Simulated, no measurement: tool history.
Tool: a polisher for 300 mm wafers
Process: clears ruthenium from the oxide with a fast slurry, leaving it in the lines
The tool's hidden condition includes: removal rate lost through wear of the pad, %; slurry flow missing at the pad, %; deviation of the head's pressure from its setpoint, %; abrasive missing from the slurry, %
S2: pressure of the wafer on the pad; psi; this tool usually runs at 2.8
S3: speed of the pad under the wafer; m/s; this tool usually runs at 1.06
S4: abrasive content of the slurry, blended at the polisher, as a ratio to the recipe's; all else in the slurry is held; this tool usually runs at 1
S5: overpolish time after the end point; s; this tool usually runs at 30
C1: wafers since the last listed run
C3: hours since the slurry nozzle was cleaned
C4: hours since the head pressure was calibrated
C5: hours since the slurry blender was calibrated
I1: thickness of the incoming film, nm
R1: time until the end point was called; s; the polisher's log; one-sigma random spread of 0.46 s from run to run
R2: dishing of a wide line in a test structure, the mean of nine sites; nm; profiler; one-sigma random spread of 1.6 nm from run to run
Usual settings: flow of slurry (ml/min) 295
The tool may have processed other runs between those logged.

{"run": 1, "hour": 0.0, "flow of slurry (ml/min)": 295, "S2": 2.8, "S3": 1.06, "S4": 0.9, "S5": 30, "C1": 0, "wafers polished on this pad": 1094, "C3": 541.8, "C4": 1004.9, "C5": 157.8, "I1": 219.8, "R1": 53.9, "R2": 83.1}
{"hour": 48.2, "done": "slurry nozzle cleaned"}
{"run": 2, "hour": 53.9, "flow of slurry (ml/min)": 295, "S2": 2.8, "S3": 1.06, "S4": 1, "S5": 30, "C1": 481, "wafers polished on this pad": 1576, "C3": 5.7, "C4": 1058.8, "C5": 211.7, "I1": 217.6, "R1": 50.6, "R2": 85.9}
{"hour": 97.6, "done": "worn pad replaced by a new one"}
{"run": 3, "hour": 101.9, "flow of slurry (ml/min)": 295, "S2": 2.8, "S3": 1.06, "S4": 1, "S5": 30, "C1": 400, "wafers polished on this pad": 39, "C3": 53.7, "C4": 1106.8, "C5": 259.7, "I1": 219.6, "R1": 52.4, "R2": 85.3}
{"run": 4, "hour": 146.1, "flow of slurry (ml/min)": 295, "S2": 2.8, "S3": 1.06, "S4": 1, "S5": 30, "C1": 402, "wafers polished on this pad": 441, "C3": 97.9, "C4": 1151, "C5": 303.9, "I1": 220.9, "R1": 53.7, "R2": 84.2}
{"run": 5, "hour": 193.9, "flow of slurry (ml/min)": 295, "S2": 2.8, "S3": 1.06, "S4": 0.8, "S5": 30, "C1": 435, "wafers polished on this pad": 877, "C3": 145.7, "C4": 1198.8, "C5": 351.7, "I1": 220.9, "R1": 59.9, "R2": 77.9}
{"run": 6, "hour": 236.9, "flow of slurry (ml/min)": 295, "S2": 2.8, "S3": 1.06, "S4": 0.8, "S5": 30, "C1": 391, "wafers polished on this pad": 1268, "C3": 188.7, "C4": 1241.8, "C5": 394.7, "I1": 215.4, "R1": 59, "R2": 75.8}
{"run": 7, "hour": 308.0, "flow of slurry (ml/min)": 295, "S2": 2.8, "S3": 1.06, "S4": 0.8, "S5": 30, "C1": 647, "wafers polished on this pad": 1916, "C3": 259.8, "C4": 1312.9, "C5": 465.8, "I1": 220, "R1": 63.2, "R2": 73.7}
{"hour": 313.1, "done": "slurry blender recalibrated"}
{"hour": 330.4, "done": "worn pad replaced by a new one"}
{"run": 8, "hour": 360.9, "flow of slurry (ml/min)": 295, "S2": 2.8, "S3": 1.06, "S4": 1, "S5": 30, "C1": 427, "wafers polished on this pad": 277, "C3": 312.7, "C4": 1365.8, "C5": 47.8, "I1": 222.8, "R1": 51.8, "R2": 85}
{"run": 9, "hour": 399.1, "flow of slurry (ml/min)": 295, "S2": 2.8, "S3": 1.06, "S4": 1.15, "S5": 30, "C1": 347, "wafers polished on this pad": 625, "C3": 350.9, "C4": 1404, "C5": 86, "I1": 216.8, "R1": 48, "R2": 88.9}
{"hour": 446.1, "done": "head pressure recalibrated"}
{"run": 10, "hour": 462.6, "flow of slurry (ml/min)": 295, "S2": 2.8, "S3": 1.06, "S4": 1, "S5": 30, "C1": 559, "wafers polished on this pad": 1185, "C3": 414.4, "C4": 16.5, "C5": 149.5, "I1": 217.8, "R1": 50.9, "R2": 86.5}
{"run": 11, "hour": 494.2, "flow of slurry (ml/min)": 295, "S2": 2.8, "S3": 1.06, "S4": 1, "S5": 30, "C1": 287, "wafers polished on this pad": 1473, "C3": 446, "C4": 48.1, "C5": 181.1, "I1": 219.6, "R1": 51, "R2": 84}
{"hour": 523.2, "done": "worn pad replaced by a new one, of another model than before"}
{"run": 12, "hour": 523.7, "flow of slurry (ml/min)": 295, "S2": 2.8, "S3": 1.06, "S4": 1, "S5": 30, "C1": 232, "wafers polished on this pad": 4, "C3": 475.5, "C4": 77.6, "C5": 210.6, "I1": 222, "R1": 51.9, "R2": 86.8}
{"hour": 584.4, "done": "slurry nozzle cleaned"}
{"run": 13, "hour": 592.2, "flow of slurry (ml/min)": 350, "S2": 2.8, "S3": 0.68, "S4": 1, "S5": 30, "C1": 614, "wafers polished on this pad": 619, "C3": 7.8, "C4": 146.1, "C5": 279.1, "I1": 220.9, "R1": 71.6, "R2": 66.8}
{"run": 14, "hour": 650.2, "flow of slurry (ml/min)": 390, "S2": 3.5, "S3": 1.06, "S4": 1, "S5": 41, "C1": 528, "wafers polished on this pad": 1147, "C3": 65.8, "C4": 204.1, "C5": 337.1, "I1": 217.3, "R1": 45.3, "R2": 112.2}
{"hour": 706.0, "done": "worn pad replaced by a new one"}
{"run": 15, "hour": 708.9, "flow of slurry (ml/min)": 295, "S2": 2.8, "S3": 1.06, "S4": 1, "S5": 30, "C1": 498, "wafers polished on this pad": 25, "C3": 124.5, "C4": 262.8, "C5": 395.8, "I1": 220.3, "R1": 54.8, "R2": 83.6}
{"hour": 732.0, "done": "slurry blender recalibrated"}
{"run": 16, "hour": 745.2, "flow of slurry (ml/min)": 295, "S2": 2.8, "S3": 1.26, "S4": 0.7, "S5": 20, "C1": 312, "wafers polished on this pad": 338, "C3": 160.8, "C4": 299.1, "C5": 13.2, "I1": 222.2, "R1": 51.3, "R2": 65.7}
{"run": 17, "hour": 784.0, "flow of slurry (ml/min)": 295, "S2": 2.8, "S3": 1.06, "S4": 1.3, "S5": 30, "C1": 353, "wafers polished on this pad": 691, "C3": 199.6, "C4": 337.9, "C5": 52, "I1": 219.6, "R1": 45.5, "R2": 94}
{"run": 18, "hour": 814.0, "flow of slurry (ml/min)": 365, "S2": 2.8, "S3": 1.26, "S4": 1.1, "S5": 30, "C1": 273, "wafers polished on this pad": 964, "C3": 229.6, "C4": 367.9, "C5": 82, "I1": 220.4, "R1": 41.6, "R2": 97.9}
{"run": 19, "hour": 844.1, "flow of slurry (ml/min)": 375, "S2": 2.3, "S3": 1.06, "S4": 0.9, "S5": 38, "C1": 274, "wafers polished on this pad": 1238, "C3": 259.7, "C4": 398, "C5": 112.1, "I1": 222.9, "R1": 58.6, "R2": 95.5}
{"run": 20, "hour": 886.2, "flow of slurry (ml/min)": 295, "S2": 2.8, "S3": 1.06, "S4": 1, "S5": 15, "C1": 383, "wafers polished on this pad": 1622, "C3": 301.8, "C4": 440.1, "C5": 154.2, "I1": 220.3, "R1": 50.7, "R2": 49.6}
{"hour": 930.4, "done": "worn pad replaced by a new one"}
{"run": 21, "hour": 956.2, "flow of slurry (ml/min)": 295, "S2": 2.8, "S3": 1.06, "S4": 1, "S5": 30, "C1": 600, "wafers polished on this pad": 234, "C3": 371.8, "C4": 510.1, "C5": 224.2, "I1": 221.9, "R1": 52.1, "R2": 85.9}
{"run": 22, "hour": 981.4, "flow of slurry (ml/min)": 295, "S2": 3.2, "S3": 1.32, "S4": 1.1, "S5": 46, "C1": 229, "wafers polished on this pad": 464, "C3": 397, "C4": 535.3, "C5": 249.4, "I1": 222, "R1": 39.2, "R2": 130.7}
{"run": 23, "hour": 1025.3, "flow of slurry (ml/min)": 295, "S2": 2.8, "S3": 1.06, "S4": 1.15, "S5": 30, "C1": 399, "wafers polished on this pad": 863, "C3": 440.9, "C4": 579.2, "C5": 293.3, "I1": 220.3, "R1": 50.5, "R2": 88.9}

3 options for the next run, each taken on its own from the tool as it stands now. Forecast them:
{"run": "A", "hour": 1025.7, "flow of slurry (ml/min)": 295, "S2": 2.8, "S3": 1.06, "S4": 0.85, "S5": 30, "C1": 3, "wafers polished on this pad": 867, "C3": 441.3, "C4": 579.6, "C5": 293.7, "I1": 219, "R1": "?", "R2": "?"}
{"run": "B", "hour": 1025.7, "flow of slurry (ml/min)": 380, "S2": 2.8, "S3": 1.06, "S4": 1, "S5": 30, "C1": 3, "wafers polished on this pad": 867, "C3": 441.3, "C4": 579.6, "C5": 293.7, "I1": 219, "R1": "?", "R2": "?"}
{"run": "C", "hour": 1025.7, "flow of slurry (ml/min)": 295, "S2": 2.8, "S3": 0.86, "S4": 0.85, "S5": 30, "C1": 3, "wafers polished on this pad": 867, "C3": 441.3, "C4": 579.6, "C5": 293.7, "I1": 219, "R1": "?", "R2": "?"}

run=A R1=54.9 R2=81.6
run=B R1=50.7 R2=86.5
run=C R1=63.9 R2=72.7
With the hidden condition removed and each run's random variation left untouched, the same runs would have given:
run=A R1=52.2 R2=84.7
run=B R1=48.3 R2=89.5
run=C R1=60.8 R2=75.6
